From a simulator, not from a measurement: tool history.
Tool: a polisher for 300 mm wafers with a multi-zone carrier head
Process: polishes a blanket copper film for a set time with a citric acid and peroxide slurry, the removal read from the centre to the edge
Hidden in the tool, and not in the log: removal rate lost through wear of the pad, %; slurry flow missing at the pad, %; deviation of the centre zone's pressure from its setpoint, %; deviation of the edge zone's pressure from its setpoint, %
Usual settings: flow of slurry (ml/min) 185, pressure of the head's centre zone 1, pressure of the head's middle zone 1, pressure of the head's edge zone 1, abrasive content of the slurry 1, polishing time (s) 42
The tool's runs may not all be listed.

run    hour  flow of slurry (ml/min)  pressure of the head's centre zone  pressure of the head's middle zone  pressure of the head's edge zone  abrasive content of the slurry  polishing time (s)  wafers since the last listed run  wafers polished on this pad  hours since the slurry nozzle was cleaned  hours since the centre zone pressure was calibrated  hours since the edge zone pressure was calibrated  hours since the carrier head's membrane was replaced  incoming thickness of the incoming film, nm  film removed at the wafer's centre (nm)  film removed at mid-radius (nm)  film removed at the wafer's edge (nm)
  1       0                      185                                   1                                   1                                 1                               1                  42                                 0                           52                                       99.1                                                  225                                              104.8                                                 860.2                                        740.9                                    130.5                            115.5                                  118.7
  2    81.4                      185                                   1                                   1                                 1                               1                  42                               817                          870                                      180.5                                                306.4                                              186.2                                                 941.6                                        728.5                                    130.9                            117.6                                  119.9
  3   147.2                      185                                1.08                                1.08                                 1                               1                  42                               661                         1531                                      246.3                                                372.2                                                252                                                1007.4                                        739.8                                    141.4                            124.6                                  118.2
      187.5  -- worn pad replaced by a new one
  4   230.7                      185                                1.08                                1.08                                 1                               1                  42                               798                          434                                      329.8                                                455.7                                              335.5                                                1090.9                                        732.4                                    140.1                            124.2                                  118.6
  5   325.4                      185                                0.94                                   1                                 1                               1                  42                               951                         1385                                      424.5                                                550.4                                              430.2                                                1185.6                                        745.7                                    118.6                            112.7                                  117.5
      345.6  -- edge zone pressure recalibrated
  6   414.7                      185                                   1                                   1                              0.92                               1                  42                               877                         2262                                      513.8                                                639.7                                               69.1                                                1274.9                                          737                                    126.7                            114.8                                  112.9
      424.1  -- worn pad replaced by a new one
      437.1  -- carrier head's membrane replaced by a new one
  7   456.4                      185                                   1                                1.04                                 1                               1                  42                               328                          274                                      555.5                                                681.4                                              110.8                                                  19.3                                        741.2                                    124.1                              115                                  116.2
      472.6  -- centre zone pressure recalibrated
  8   516.9                      185                                   1                                   1                                 1                               1                  42                               587                          861                                        616                                                 44.3                                              171.3                                                  79.8                                        743.2                                    114.4                            108.7                                  113.5
  9     562                      220                                   1                                   1                                 1                               1                  42                               453                         1314                                      661.1                                                 89.4                                              216.4                                                 124.9                                        738.7                                    118.1                            111.1                                  115.3
      641.7  -- slurry nozzle cleaned
      663.7  -- worn pad replaced by a new one
 10   664.9                      185                                   1                                   1                                 1                               1                  42                               983                           12                                       23.2                                                192.3                                              319.3                                                 227.8                                        756.1                                    126.6                            114.5                                  118.4
 11   716.8                      120                                   1                                   1                              1.05                             1.1                  35                               521                          533                                       75.1                                                244.2                                              371.2                                                 279.7                                        731.2                                     96.9                               88                                   95.5
 12   759.5                      185                                   1                                   1                                 1                               1                  42                               428                          962                                      117.8                                                286.9                                              413.9                                                 322.4                                        734.2                                    128.5                            117.7                                  119.8
      809.7  -- edge zone pressure recalibrated
      854.1  -- worn pad replaced by a new one
 13   863.9                      135                                0.89                                   1                              1.07                               1                  42                               988                           98                                      222.2                                                391.3                                               54.2                                                 426.8                                        748.7                                    104.6                            105.1                                  115.2
 14     925                      185                                   1                                   1                                 1                               1                  42                               613                          711                                      283.3                                                452.4                                              115.3                                                 487.9                                        735.8                                    131.7                            113.4                                  116.5
 15  1006.7                      160                                   1                                   1                              0.92                               1                  42                               820                         1532                                        365                                                534.1                                                197                                                 569.6                                        751.7                                    124.4                            107.2                                  111.1
 16  1049.3                      185                                   1                                   1                              1.11                            0.85                  29                               427                         1960                                      407.6                                                576.7                                              239.6                                                 612.2                                        729.5                                     86.9                             74.1                                   81.4

4 ways to go on from here, each from the tool as it stands after run 16. What would each give?
  A  1049.7                      185                                   1                                   1                                 1                               1                  42                                 4                         1964                                        408                                                577.1                                                240                                                 612.6                                        742.7                                        ?                                ?                                      ?
  B  1049.7                      185                                   1                                   1                              0.88                               1                  51                                 4                         1964                                        408                                                577.1                                                240                                                 612.6                                        742.7                                        ?                                ?                                      ?
  C  1049.7                      185                                   1                                   1                                 1                            0.75                  42                                 4                         1964                                        408                                                577.1                                                240                                                 612.6                                        742.7                                        ?                                ?                                      ?
  D  1049.7                      185                                   1                                1.05                                 1                            0.85                  37                                 4                         1964                                        408                                                577.1                                                240                                                 612.6                                        742.7                                        ?                                ?                                      ?

run  film removed at the wafer's centre (nm)  film removed at mid-radius (nm)  film removed at the wafer's edge (nm)
  A                                    124.5                            112.2                                  115.1
  B                                    151.2                            136.2                                  132.9
  C                                    116.8                            105.2                                    108
  D                                    105.8                             99.3                                   97.7
Without the tool's hidden state the same runs would have given:
run  film removed at the wafer's centre (nm)  film removed at mid-radius (nm)  film removed at the wafer's edge (nm)
  A                                    118.2                            116.6                                  118.4
  B                                    143.5                            141.6                                  136.7
  C                                    110.8                            109.3                                    111
  D                                    100.4                            103.2                                  100.5
